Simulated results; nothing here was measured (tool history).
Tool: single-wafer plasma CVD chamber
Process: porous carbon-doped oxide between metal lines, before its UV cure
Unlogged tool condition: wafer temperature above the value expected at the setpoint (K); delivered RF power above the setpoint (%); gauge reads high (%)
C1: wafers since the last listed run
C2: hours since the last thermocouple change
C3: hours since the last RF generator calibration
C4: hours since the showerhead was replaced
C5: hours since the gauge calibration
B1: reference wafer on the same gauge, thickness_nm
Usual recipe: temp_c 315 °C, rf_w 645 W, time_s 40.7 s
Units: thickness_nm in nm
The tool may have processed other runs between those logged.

run 1 hour=0.0 | temp_c=315 rf_w=645 time_s=44.7 | C1=0 C2=778.4 C3=1923.7 C4=3049.7 C5=124.9 | B1=200.001 | thickness_nm=236.977
run 2 hour=13.2 | temp_c=315 rf_w=645 time_s=44.7 | C1=208 C2=791.6 C3=1936.9 C4=3062.9 C5=138.1 | B1=200.021 | thickness_nm=237.691
run 3 hour=19.9 | temp_c=318 rf_w=645 time_s=38.4 | C1=105 C2=798.3 C3=1943.6 C4=3069.6 C5=144.8 | B1=199.958 | thickness_nm=202.081
run 4 hour=33.7 | temp_c=315 rf_w=610 time_s=37.9 | C1=217 C2=812.1 C3=1957.4 C4=3083.4 C5=158.6 | B1=200.025 | thickness_nm=191.821
run 5 hour=50.6 | temp_c=315 rf_w=610 time_s=37.9 | C1=266 C2=829.0 C3=1974.3 C4=3100.3 C5=175.5 | B1=200.087 | thickness_nm=192.512
run 6 hour=63.3 | temp_c=315 rf_w=645 time_s=40.7 | C1=200 C2=841.7 C3=1987.0 C4=3113.0 C5=188.2 | B1=200.161 | thickness_nm=216.361
run 7 hour=80.8 | temp_c=315 rf_w=645 time_s=40.7 | C1=276 C2=859.2 C3=2004.5 C4=3130.5 C5=205.7 | B1=200.166 | thickness_nm=216.659
run 8 hour=90.6 | temp_c=315 rf_w=645 time_s=40.7 | C1=154 C2=869.0 C3=2014.3 C4=3140.3 C5=215.5 | B1=200.130 | thickness_nm=217.431
-- hour=108.4 showerhead replaced
run 9 hour=108.9 | temp_c=315 rf_w=545 time_s=40.7 | C1=162 C2=887.3 C3=2032.6 C4=0.5 C5=233.8 | B1=199.845 | thickness_nm=185.968
run 10 hour=112.8 | temp_c=322 rf_w=610 time_s=40.7 | C1=61 C2=891.2 C3=2036.5 C4=4.4 C5=237.7 | B1=200.044 | thickness_nm=198.896
run 11 hour=124.5 | temp_c=322 rf_w=610 time_s=40.7 | C1=184 C2=902.9 C3=2048.2 C4=16.1 C5=249.4 | B1=200.174 | thickness_nm=198.756
run 12 hour=138.9 | temp_c=322 rf_w=610 time_s=40.7 | C1=227 C2=917.3 C3=2062.6 C4=30.5 C5=263.8 | B1=199.693 | thickness_nm=199.131
run 13 hour=148.3 | temp_c=315 rf_w=565 time_s=37.0 | C1=148 C2=926.7 C3=2072.0 C4=39.9 C5=273.2 | B1=200.124 | thickness_nm=175.527
run 14 hour=154.6 | temp_c=315 rf_w=565 time_s=37.0 | C1=99 C2=933.0 C3=2078.3 C4=46.2 C5=279.5 | B1=200.194 | thickness_nm=175.023
run 15 hour=163.7 | temp_c=315 rf_w=565 time_s=37.0 | C1=143 C2=942.1 C3=2087.4 C4=55.3 C5=288.6 | B1=200.141 | thickness_nm=175.312
run 16 hour=178.8 | temp_c=315 rf_w=710 time_s=40.7 | C1=238 C2=957.2 C3=2102.5 C4=70.4 C5=303.7 | B1=199.949 | thickness_nm=233.819
run 17 hour=190.0 | temp_c=315 rf_w=600 time_s=43.5 | C1=176 C2=968.4 C3=2113.7 C4=81.6 C5=314.9 | B1=199.859 | thickness_nm=216.561
run 18 hour=202.4 | temp_c=315 rf_w=730 time_s=40.7 | C1=195 C2=980.8 C3=2126.1 C4=94.0 C5=327.3 | B1=200.171 | thickness_nm=240.103
-- hour=214.6 thermocouple changed; heater temperature recalibrated
run 19 hour=215.1 | temp_c=315 rf_w=645 time_s=40.7 | C1=74 C2=0.5 C3=2138.8 C4=106.7 C5=340.0 | B1=200.016 | thickness_nm=216.541
-- hour=232.2 RF generator calibrated
run 20 hour=232.7 | temp_c=315 rf_w=645 time_s=40.7 | C1=151 C2=18.1 C3=0.5 C4=124.3 C5=357.6 | B1=199.992 | thickness_nm=209.262
run 21 hour=237.1 | temp_c=303 rf_w=710 time_s=40.7 | C1=69 C2=22.5 C3=4.9 C4=128.7 C5=362.0 | B1=199.933 | thickness_nm=240.410
run 22 hour=253.3 | temp_c=315 rf_w=645 time_s=40.7 | C1=255 C2=38.7 C3=21.1 C4=144.9 C5=378.2 | B1=199.921 | thickness_nm=207.422
run 23 hour=259.5 | temp_c=304 rf_w=770 time_s=40.7 | C1=97 C2=44.9 C3=27.3 C4=151.1 C5=384.4 | B1=199.973 | thickness_nm=253.636
run 24 hour=270.6 | temp_c=315 rf_w=645 time_s=40.7 | C1=175 C2=56.0 C3=38.4 C4=162.2 C5=395.5 | B1=199.886 | thickness_nm=206.907
run 25 hour=279.5 | temp_c=307 rf_w=645 time_s=35.0 | C1=140 C2=64.9 C3=47.3 C4=171.1 C5=404.4 | B1=200.022 | thickness_nm=186.181
-- hour=279.6 gauge calibrated
run 26 hour=286.4 | temp_c=324 rf_w=705 time_s=42.9 | C1=108 C2=71.8 C3=54.2 C4=178.0 C5=6.8 | B1=200.017 | thickness_nm=224.357
run 27 hour=294.0 | temp_c=311 rf_w=680 time_s=40.7 | C1=119 C2=79.4 C3=61.8 C4=185.6 C5=14.4 | B1=199.938 | thickness_nm=220.218
-- hour=315.0 RF generator calibrated, repeated, since the last time left the tool worse
run 28 hour=315.5 | temp_c=328 rf_w=560 time_s=47.0 | C1=213 C2=100.9 C3=0.5 C4=207.1 C5=35.9 | B1=199.987 | thickness_nm=217.789
run 29 hour=322.7 | temp_c=305 rf_w=610 time_s=47.1 | C1=113 C2=108.1 C3=7.7 C4=214.3 C5=43.1 | B1=199.836 | thickness_nm=263.063
run 30 hour=337.9 | temp_c=315 rf_w=600 time_s=40.7 | C1=239 C2=123.3 C3=22.9 C4=229.5 C5=58.3 | B1=199.959 | thickness_nm=212.007
run 31 hour=355.6 | temp_c=315 rf_w=740 time_s=40.7 | C1=279 C2=141.0 C3=40.6 C4=247.2 C5=76.0 | B1=200.046 | thickness_nm=252.881
run 32 hour=364.8 | temp_c=315 rf_w=700 time_s=40.7 | C1=145 C2=150.2 C3=49.8 C4=256.4 C5=85.2 | B1=199.910 | thickness_nm=241.277
run 33 hour=382.1 | temp_c=327 rf_w=645 time_s=37.5 | C1=273 C2=167.5 C3=67.1 C4=273.7 C5=102.5 | B1=199.834 | thickness_nm=196.694
run 34 hour=392.2 | temp_c=321 rf_w=645 time_s=45.7 | C1=159 C2=177.6 C3=77.2 C4=283.8 C5=112.6 | B1=199.943 | thickness_nm=245.945

Selected run-to-run steps in thickness_nm, each split into two signed amounts: the part the tool would show with no hidden state at all (from settings, incoming material and random variation), and the remainder, which goes to the hidden state together with any gauge scatter not common to the measured and the hidden-state-free results:
Run 15 -> 16: rf_w 565 -> 710, time_s 37.0 -> 40.7. thickness_nm +58.507 nm: hidden state -2.653, all else +61.160.
Run 19 -> 20: RF generator calibrated. thickness_nm -7.279 nm: hidden state -8.179, all else +0.900.
Run 22 -> 23: temp_c 315 -> 304, rf_w 645 -> 770. thickness_nm +46.214 nm: hidden state -4.088, all else +50.302.
Run 27 -> 28: temp_c 311 -> 328, rf_w 680 -> 560, time_s 40.7 -> 47.0, RF generator calibrated, repeated, since the last time left the tool worse. thickness_nm -2.429 nm: hidden state +21.028, all else -23.457.
Run 29 -> 30: temp_c 305 -> 315, rf_w 610 -> 600, time_s 47.1 -> 40.7. thickness_nm -51.056 nm: hidden state -0.097, all else -50.959.
Run 33 -> 34: temp_c 327 -> 321, time_s 37.5 -> 45.7. thickness_nm +49.251 nm: hidden state -0.529, all else +49.780.
